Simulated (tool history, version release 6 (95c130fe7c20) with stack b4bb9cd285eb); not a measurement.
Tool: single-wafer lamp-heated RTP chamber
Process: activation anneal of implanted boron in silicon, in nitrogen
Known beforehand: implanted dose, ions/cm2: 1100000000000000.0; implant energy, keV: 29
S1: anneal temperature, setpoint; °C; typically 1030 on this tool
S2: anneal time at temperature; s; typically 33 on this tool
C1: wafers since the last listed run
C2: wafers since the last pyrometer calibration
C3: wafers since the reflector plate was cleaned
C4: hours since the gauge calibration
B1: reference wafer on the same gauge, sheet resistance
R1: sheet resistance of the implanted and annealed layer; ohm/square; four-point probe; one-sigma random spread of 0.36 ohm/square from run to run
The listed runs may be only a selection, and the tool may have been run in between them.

| run | hour | S1 | S2 | C1 | C2 | C3 | C4 | B1 | R1 |
|---|---|---|---|---|---|---|---|---|---|
| 1 | 0 | 1030 | 33 | 0 | 5043 | 3734 | 1091.7 | 119.8 | 100.7 |
| 2 | 51.2 | 1012 | 26 | 686 | 5730 | 4420 | 1142.9 | 119.88 | 102.46 |
|  | 86.8 | pyrometer window cleaned and pyrometer calibrated |
| 3 | 159.2 | 1009 | 33 | 1341 | 971 | 5761 | 1250.9 | 119.91 | 102.95 |
| 4 | 232.1 | 1030 | 26 | 977 | 1948 | 6739 | 1323.8 | 120 | 100.83 |
| 5 | 292.3 | 1030 | 26 | 807 | 2756 | 7546 | 1384 | 120.12 | 101.28 |
| 6 | 335.1 | 1030 | 26 | 573 | 3329 | 8120 | 1426.8 | 120.09 | 101.64 |
| 7 | 408.9 | 1030 | 25 | 989 | 4319 | 9110 | 1500.6 | 120.23 | 101.35 |
| 8 | 471 | 1030 | 25 | 832 | 5152 | 9943 | 1562.7 | 120.24 | 101.58 |
|  | 540 | pyrometer window cleaned and pyrometer calibrated |
|  | 566.1 | reflector plate cleaned |
| 9 | 695.5 | 1037 | 41 | 2795 | 1977 | 1735 | 1787.2 | 120.43 | 101.1 |
| 10 | 803.5 | 1037 | 41 | 1448 | 3425 | 3183 | 1895.2 | 120.5 | 100.37 |
|  | 930.1 | pyrometer window cleaned and pyrometer calibrated |
| 11 | 1119.8 | 1030 | 33 | 4134 | 2543 | 7318 | 2211.5 | 120.69 | 101.19 |
| 12 | 1191.7 | 1030 | 33 | 964 | 3507 | 8282 | 2283.4 | 120.82 | 101.01 |
| 13 | 1246.7 | 1004 | 19 | 737 | 4245 | 9019 | 2338.4 | 120.65 | 105.41 |
|  | 1366.8 | pyrometer window cleaned and pyrometer calibrated |
| 14 | 1367.3 | 1053 | 19 | 1509 | 7 | 10529 | 2459 | 120.75 | 100.49 |
|  | 1387.1 | reflector plate cleaned |
|  | 1388.3 | gauge calibrated |
| 15 | 1471.3 | 1030 | 33 | 1287 | 1294 | 1129 | 83 | 117.07 | 98.3 |
| 16 | 1562.8 | 1017 | 24 | 1227 | 2521 | 2356 | 174.5 | 117.37 | 100.61 |
| 17 | 1649.7 | 1030 | 33 | 1165 | 3686 | 3521 | 261.4 | 117.78 | 99.43 |
| 18 | 1702.6 | 1010 | 25 | 709 | 4396 | 4230 | 314.3 | 117.81 | 101.27 |
| 19 | 1778.4 | 1009 | 39 | 1016 | 5412 | 5247 | 390.1 | 118.25 | 101.09 |
|  | 1829.7 | pyrometer window cleaned and pyrometer calibrated |
| 20 | 1869.9 | 1030 | 33 | 1119 | 538 | 6366 | 481.6 | 118.62 | 99.56 |
| 21 | 1948.2 | 1012 | 18 | 1050 | 1588 | 7416 | 559.9 | 118.77 | 102.51 |
| 22 | 2030.3 | 1017 | 27 | 1100 | 2689 | 8517 | 642 | 118.88 | 101.94 |
| 23 | 2088.6 | 1048 | 16 | 781 | 3471 | 9299 | 700.3 | 119.02 | 99.98 |
| 24 | 2175.4 | 1030 | 33 | 1163 | 4635 | 10463 | 787.1 | 119.21 | 100.03 |
| 25 | 2213.8 | 1030 | 33 | 514 | 5150 | 10978 | 825.5 | 119.22 | 100.89 |

Below are 4 alternative next runs, each starting from the tool's condition after run 25. Predict each:
| A | 2214.2 | 1030 | 33 | 5 | 5155 | 10984 | 825.9 | ? | ? |
| B | 2214.2 | 1044 | 53 | 5 | 5155 | 10984 | 825.9 | ? | ? |
| C | 2214.2 | 1053 | 13 | 5 | 5155 | 10984 | 825.9 | ? | ? |
| D | 2214.2 | 1038 | 45 | 5 | 5155 | 10984 | 825.9 | ? | ? |

| run | B1 | R1 |
|---|---|---|
| A | 119.37 | 99.6 |
| B | 119.37 | 97.97 |
| C | 119.37 | 99.26 |
| D | 119.37 | 98.66 |
The same runs, with their run-to-run variation unchanged, on a tool lacking any hidden condition would have given:
| run | R1 |
|---|---|
| A | 97.17 |
| B | 95.58 |
| C | 96.84 |
| D | 96.25 |

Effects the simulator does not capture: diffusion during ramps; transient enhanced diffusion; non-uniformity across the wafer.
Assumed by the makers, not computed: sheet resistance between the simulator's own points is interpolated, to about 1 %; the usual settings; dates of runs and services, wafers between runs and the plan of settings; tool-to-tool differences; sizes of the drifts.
